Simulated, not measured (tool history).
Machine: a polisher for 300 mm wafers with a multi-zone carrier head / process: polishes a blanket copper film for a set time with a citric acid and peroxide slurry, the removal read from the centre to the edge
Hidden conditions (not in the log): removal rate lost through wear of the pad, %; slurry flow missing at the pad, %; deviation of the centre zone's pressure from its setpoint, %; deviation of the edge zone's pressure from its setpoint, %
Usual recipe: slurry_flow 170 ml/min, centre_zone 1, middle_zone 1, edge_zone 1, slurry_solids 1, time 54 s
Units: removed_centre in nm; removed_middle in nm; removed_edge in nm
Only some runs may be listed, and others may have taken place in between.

| run | hour | slurry_flow | centre_zone | middle_zone | edge_zone | slurry_solids | time | wafers since the last listed run | wafers polished on this pad | hours since the slurry nozzle was cleaned | hours since the centre zone pressure was calibrated | hours since the edge zone pressure was calibrated | hours since the carrier head's membrane was replaced | incoming thickness of the incoming film, nm | removed_centre | removed_middle | removed_edge |
|---|---|---|---|---|---|---|---|---|---|---|---|---|---|---|---|---|---|
| 1 | 0 | 170 | 1 | 1 | 1 | 1 | 54 | 0 | 225 | 9.9 | 673.1 | 354.6 | 0.5 | 1250.2 | 100 | 98.4 | 99.5 |
| 2 | 12.4 | 170 | 1 | 1 | 1.04 | 1 | 54 | 82 | 308 | 22.3 | 685.5 | 367 | 12.9 | 1268.4 | 99.7 | 98.4 | 100.9 |
| 3 | 43.5 | 170 | 1 | 1 | 1.04 | 1 | 54 | 206 | 515 | 53.4 | 716.6 | 398.1 | 44 | 1288.1 | 98.2 | 97.3 | 99.6 |
|  | 68.6 | centre zone pressure recalibrated |
| 4 | 69.8 | 170 | 1 | 1 | 1.04 | 1 | 54 | 161 | 676 | 79.7 | 1.2 | 424.4 | 70.3 | 1264.8 | 99 | 97 | 99.2 |
| 5 | 85.6 | 170 | 1.04 | 1 | 1 | 1 | 54 | 105 | 781 | 95.5 | 17 | 440.2 | 86.1 | 1275 | 104 | 95.9 | 96.9 |
|  | 103.2 | worn pad replaced by a new one, repeated, since the last time left the tool worse |
| 6 | 103.7 | 170 | 1 | 1 | 0.88 | 0.8 | 54 | 93 | 3 | 113.6 | 35.1 | 458.3 | 104.2 | 1255.3 | 111.1 | 108.2 | 101.7 |
| 7 | 129 | 170 | 1 | 1 | 1 | 1 | 54 | 168 | 171 | 138.9 | 60.4 | 483.6 | 129.5 | 1281.1 | 112.4 | 111.8 | 110.9 |
| 8 | 148.3 | 170 | 1.06 | 1 | 1 | 1 | 54 | 128 | 299 | 158.2 | 79.7 | 502.9 | 148.8 | 1252.4 | 119.5 | 110.6 | 111 |
| 9 | 169.9 | 170 | 1.07 | 1 | 1 | 1 | 59 | 143 | 443 | 179.8 | 101.3 | 524.5 | 170.4 | 1282.1 | 129.8 | 119.6 | 120.8 |
|  | 189.7 | edge zone pressure recalibrated |
| 10 | 200.6 | 215 | 1 | 1 | 1 | 1.2 | 54 | 190 | 634 | 210.5 | 132 | 10.9 | 201.1 | 1277.3 | 121.6 | 117.1 | 116.5 |
| 11 | 227.1 | 170 | 1 | 1 | 1 | 1 | 54 | 176 | 810 | 237 | 158.5 | 37.4 | 227.6 | 1268.1 | 110.9 | 107.8 | 108.5 |
| 12 | 250.3 | 150 | 1 | 1 | 1 | 1 | 64 | 154 | 964 | 260.2 | 181.7 | 60.6 | 250.8 | 1248.4 | 128 | 126.1 | 124.1 |
| 13 | 263.2 | 205 | 1.09 | 1.05 | 1.09 | 1 | 54 | 85 | 1050 | 273.1 | 194.6 | 73.5 | 263.7 | 1268.1 | 125.6 | 113.9 | 115.2 |
|  | 276.3 | worn pad replaced by a new one |
| 14 | 287.7 | 170 | 1 | 1 | 1 | 1 | 54 | 136 | 75 | 297.6 | 219.1 | 98 | 288.2 | 1282.7 | 114.5 | 112.5 | 115.7 |
| 15 | 340.6 | 195 | 1 | 1 | 1 | 1 | 45 | 351 | 427 | 350.5 | 272 | 150.9 | 341.1 | 1261.9 | 97.2 | 93.8 | 93.5 |
| 16 | 366 | 170 | 1 | 1 | 1 | 1.2 | 54 | 168 | 596 | 375.9 | 297.4 | 176.3 | 366.5 | 1270.7 | 114.3 | 112 | 112.8 |
| 17 | 381.7 | 170 | 1 | 1 | 1.04 | 1 | 54 | 104 | 700 | 391.6 | 313.1 | 192 | 382.2 | 1251.6 | 111.1 | 107.8 | 112.8 |
| 18 | 398.6 | 145 | 1 | 1 | 1 | 0.8 | 54 | 112 | 813 | 408.5 | 330 | 208.9 | 399.1 | 1261.7 | 100.7 | 101.1 | 100.4 |
|  | 410.6 | worn pad replaced by a new one |
| 19 | 430.6 | 170 | 1 | 1 | 1 | 1 | 70 | 186 | 132 | 440.5 | 362 | 240.9 | 431.1 | 1279.2 | 147.2 | 144.5 | 146 |
|  | 434.6 | slurry nozzle cleaned |
| 20 | 451.6 | 170 | 1 | 1.08 | 1 | 1 | 54 | 132 | 265 | 17 | 383 | 261.9 | 452.1 | 1265.8 | 113.1 | 114.3 | 110 |
| 21 | 486.3 | 170 | 1 | 1 | 1 | 1.3 | 54 | 230 | 496 | 51.7 | 417.7 | 296.6 | 486.8 | 1264.7 | 117.3 | 114.9 | 115.1 |
| 22 | 502.5 | 170 | 0.9 | 0.94 | 0.93 | 1 | 54 | 107 | 604 | 67.9 | 433.9 | 312.8 | 503 | 1270 | 99.6 | 106.5 | 105.4 |

Consider 3 possible next runs. They are alternatives, not a sequence: every one starts from the tool as it was left by run 22. What does each give?
| A | 502.9 | 170 | 1 | 1 | 1 | 1 | 54 | 2 | 606 | 68.3 | 434.3 | 313.2 | 503.4 | 1269.3 | ? | ? | ? |
| B | 502.9 | 170 | 1 | 1 | 1.03 | 1 | 63 | 2 | 606 | 68.3 | 434.3 | 313.2 | 503.4 | 1269.3 | ? | ? | ? |
| C | 502.9 | 170 | 1.05 | 1 | 1.11 | 1.3 | 54 | 2 | 606 | 68.3 | 434.3 | 313.2 | 503.4 | 1269.3 | ? | ? | ? |

| run | removed_centre | removed_middle | removed_edge |
|---|---|---|---|
| A | 111.6 | 107.5 | 109.7 |
| B | 130.3 | 125.4 | 129.8 |
| C | 123.9 | 113.6 | 122 |
Without the tool's hidden state the same runs would have given:
| run | removed_centre | removed_middle | removed_edge |
|---|---|---|---|
| A | 117.1 | 112.8 | 115 |
| B | 136.6 | 131.6 | 136.1 |
| C | 130 | 119.1 | 128 |

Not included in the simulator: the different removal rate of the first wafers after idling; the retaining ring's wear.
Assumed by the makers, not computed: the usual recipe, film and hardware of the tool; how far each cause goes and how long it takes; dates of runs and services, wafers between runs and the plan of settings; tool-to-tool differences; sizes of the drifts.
